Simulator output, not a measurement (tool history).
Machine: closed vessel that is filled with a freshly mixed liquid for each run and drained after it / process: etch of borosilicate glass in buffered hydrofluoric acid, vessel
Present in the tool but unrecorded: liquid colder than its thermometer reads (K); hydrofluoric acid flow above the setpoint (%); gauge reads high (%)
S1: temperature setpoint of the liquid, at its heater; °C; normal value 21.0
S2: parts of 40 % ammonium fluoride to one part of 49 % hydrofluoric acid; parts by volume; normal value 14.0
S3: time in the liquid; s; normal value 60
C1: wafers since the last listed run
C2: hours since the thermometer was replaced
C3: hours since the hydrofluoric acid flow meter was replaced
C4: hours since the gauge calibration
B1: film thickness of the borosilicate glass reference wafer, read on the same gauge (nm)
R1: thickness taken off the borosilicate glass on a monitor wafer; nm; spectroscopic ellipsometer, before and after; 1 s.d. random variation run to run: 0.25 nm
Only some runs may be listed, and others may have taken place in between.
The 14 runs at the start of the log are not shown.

run,day,S1,S2,S3,C1,C2,C3,C4,B1,R1
15,6.283,24.0,9.0,60,1143,2501.4,34.6,71.1,150.00,75.38
16,6.996,17.0,14.0,60,2475,2518.5,51.7,88.2,150.00,34.14
# day 7.304: thermometer replaced
17,7.546,21.0,8.5,60,1766,5.8,64.9,101.4,149.99,77.61
18,8.288,21.0,14.0,60,2577,23.6,82.7,119.2,150.02,48.90
19,8.633,23.0,14.0,60,1201,31.9,91.0,127.5,149.99,54.89
20,8.954,21.0,11.5,60,1114,39.6,98.7,135.2,150.02,59.86
21,9.342,19.5,16.5,95,1346,48.9,108.0,144.5,150.03,60.97
22,9.967,17.0,17.5,70,2171,63.9,123.0,159.5,149.99,36.74
23,10.604,18.0,15.5,70,2215,79.2,138.3,174.8,149.99,44.02
24,11.304,26.0,9.5,75,2432,96.0,155.1,191.6,150.04,115.43
25,11.817,21.0,17.5,60,1780,108.3,167.4,203.9,150.04,39.08
26,12.358,17.5,10.5,90,1882,121.3,180.4,216.9,149.99,80.62
27,12.788,18.0,16.5,95,1491,131.6,190.7,227.2,150.03,56.00
28,13.108,24.0,12.5,45,1114,139.3,198.4,234.9,150.00,48.54
# day 13.346: gauge calibrated
29,13.362,19.0,14.0,80,883,145.4,204.5,0.4,149.99,59.56
30,14.004,21.0,14.0,60,2229,160.8,219.9,15.8,150.02,49.40
31,14.529,21.0,14.0,60,1824,173.4,232.5,28.4,149.99,49.27
32,14.983,25.5,14.0,75,1578,184.3,243.4,39.3,150.00,79.00
33,15.338,23.0,14.0,60,1230,192.8,251.9,47.8,150.00,54.92

Branching from run 33: 3 alternative next runs. What would each branch give?
A,15.367,21.0,14.0,60,101,193.5,252.6,48.5,?,?
B,15.367,24.0,12.5,80,101,193.5,252.6,48.5,?,?
C,15.367,18.5,11.5,60,101,193.5,252.6,48.5,?,?

run,B1,R1
A,149.99,49.56
B,149.99,86.99
C,149.99,52.47
With no hidden state in the tool, these same runs would have given:
run,R1
A,49.62
B,87.05
C,52.56
